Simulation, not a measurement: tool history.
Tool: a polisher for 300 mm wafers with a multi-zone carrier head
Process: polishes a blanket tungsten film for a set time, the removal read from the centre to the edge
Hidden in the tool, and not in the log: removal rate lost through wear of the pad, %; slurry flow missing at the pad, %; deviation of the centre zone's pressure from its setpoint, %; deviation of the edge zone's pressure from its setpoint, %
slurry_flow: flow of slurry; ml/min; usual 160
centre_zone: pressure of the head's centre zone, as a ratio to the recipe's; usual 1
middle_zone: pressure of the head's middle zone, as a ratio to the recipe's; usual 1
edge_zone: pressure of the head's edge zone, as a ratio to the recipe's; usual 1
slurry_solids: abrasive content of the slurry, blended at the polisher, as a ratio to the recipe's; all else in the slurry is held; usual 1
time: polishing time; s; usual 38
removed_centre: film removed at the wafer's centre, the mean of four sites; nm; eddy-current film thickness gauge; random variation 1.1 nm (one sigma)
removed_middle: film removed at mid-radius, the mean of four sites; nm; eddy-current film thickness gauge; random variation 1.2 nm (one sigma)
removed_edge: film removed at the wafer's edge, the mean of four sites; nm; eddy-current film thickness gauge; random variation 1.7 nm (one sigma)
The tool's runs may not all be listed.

| run | hour | slurry_flow | centre_zone | middle_zone | edge_zone | slurry_solids | time | wafers since the last listed run | wafers polished on this pad | hours since the slurry nozzle was cleaned | hours since the centre zone pressure was calibrated | hours since the edge zone pressure was calibrated | hours since the carrier head's membrane was replaced | incoming thickness of the incoming film, nm | removed_centre | removed_middle | removed_edge |
|---|---|---|---|---|---|---|---|---|---|---|---|---|---|---|---|---|---|
| 1 | 0 | 160 | 1 | 1 | 1 | 1 | 38 | 0 | 232 | 173.4 | 458 | 607.6 | 968.6 | 804.4 | 123 | 123.8 | 117.9 |
|  | 16.5 | carrier head's membrane replaced by a new one |
| 2 | 18 | 160 | 1 | 1 | 1 | 1 | 38 | 128 | 360 | 191.4 | 476 | 625.6 | 1.5 | 804.4 | 122.1 | 122.2 | 123.8 |
|  | 34 | slurry nozzle cleaned |
| 3 | 49.3 | 160 | 0.93 | 1 | 1.11 | 1 | 38 | 298 | 658 | 15.3 | 507.3 | 656.9 | 32.8 | 804.3 | 116.4 | 124.3 | 130 |
| 4 | 77.8 | 130 | 1 | 0.88 | 1 | 1 | 38 | 280 | 939 | 43.8 | 535.8 | 685.4 | 61.3 | 787.1 | 115.5 | 104.9 | 116.3 |
|  | 92 | centre zone pressure recalibrated |
| 5 | 110.6 | 160 | 1 | 1 | 1 | 1 | 38 | 303 | 1242 | 76.6 | 18.6 | 718.2 | 94.1 | 796.4 | 119.3 | 124.2 | 123.4 |
| 6 | 130.1 | 160 | 1 | 1.09 | 1 | 1 | 38 | 192 | 1434 | 96.1 | 38.1 | 737.7 | 113.6 | 804 | 121.2 | 134.1 | 120.2 |
|  | 156 | worn pad replaced by a new one |
| 7 | 156.5 | 205 | 0.92 | 1.12 | 1 | 1 | 38 | 220 | 4 | 122.5 | 64.5 | 764.1 | 140 | 804.6 | 121.3 | 140.1 | 127.8 |
|  | 165.5 | edge zone pressure recalibrated |
| 8 | 173.5 | 160 | 1.04 | 1 | 1 | 1.15 | 38 | 147 | 152 | 139.5 | 81.5 | 8 | 157 | 803.4 | 125.9 | 125.9 | 124.1 |
| 9 | 203 | 125 | 1.08 | 1.06 | 0.89 | 1 | 38 | 290 | 442 | 169 | 111 | 37.5 | 186.5 | 811.2 | 121.1 | 122.4 | 111.2 |
| 10 | 217 | 160 | 1 | 1 | 1 | 1 | 31 | 137 | 580 | 183 | 125 | 51.5 | 200.5 | 798.8 | 99.1 | 100.8 | 101.7 |
|  | 241.5 | slurry nozzle cleaned |
| 11 | 247 | 160 | 1 | 1 | 1 | 1 | 38 | 285 | 866 | 5.5 | 155 | 81.5 | 230.5 | 807.5 | 121.5 | 125.1 | 122.7 |
| 12 | 265.2 | 160 | 1.05 | 0.93 | 1.09 | 1 | 38 | 179 | 1045 | 23.7 | 173.2 | 99.7 | 248.7 | 795.5 | 125.2 | 116.2 | 128.9 |
| 13 | 296 | 160 | 0.94 | 1 | 1.04 | 1 | 38 | 303 | 1349 | 54.5 | 204 | 130.5 | 279.5 | 802 | 117.5 | 123.6 | 123 |
|  | 306 | worn pad replaced by a new one |
| 14 | 330.3 | 115 | 0.9 | 1 | 0.9 | 1 | 31 | 298 | 239 | 88.8 | 238.3 | 164.8 | 313.8 | 790 | 83.7 | 92.6 | 89.4 |
| 15 | 364.2 | 160 | 1 | 1 | 1 | 1 | 38 | 333 | 573 | 122.7 | 272.2 | 198.7 | 347.7 | 798 | 121.8 | 124.1 | 122.3 |
| 16 | 385.1 | 145 | 1 | 1 | 1 | 0.7 | 38 | 205 | 779 | 143.6 | 293.1 | 219.6 | 368.6 | 807.1 | 113.4 | 116.6 | 115.4 |
| 17 | 414 | 210 | 1.08 | 0.92 | 1 | 1 | 38 | 284 | 1063 | 172.5 | 322 | 248.5 | 397.5 | 802.5 | 135.5 | 121.5 | 125.6 |
| 18 | 434.3 | 145 | 1.06 | 1 | 1.1 | 1 | 38 | 199 | 1263 | 192.8 | 342.3 | 268.8 | 417.8 | 798.4 | 124.9 | 120.4 | 126.6 |
| 19 | 464.6 | 190 | 1 | 0.89 | 1 | 1 | 38 | 298 | 1562 | 223.1 | 372.6 | 299.1 | 448.1 | 800.8 | 125.9 | 116.2 | 125.6 |

Forecast run 20:
|  | 476 | slurry nozzle cleaned |
|  | 484.2 | worn pad replaced by a new one |
| 20 | 496.7 | 160 | 0.9 | 1 | 1 | 1 | 38 | 266 | 122 | 20.7 | 404.7 | 331.2 | 480.2 | 805 | ? | ? | ? |

removed_centre: 114.8 nm
removed_middle: 125.4 nm
removed_edge: 124.5 nm
Without the tool's hidden state the same run would have given removed_centre 114.8 nm, removed_middle 125.4 nm, removed_edge 124.5 nm.

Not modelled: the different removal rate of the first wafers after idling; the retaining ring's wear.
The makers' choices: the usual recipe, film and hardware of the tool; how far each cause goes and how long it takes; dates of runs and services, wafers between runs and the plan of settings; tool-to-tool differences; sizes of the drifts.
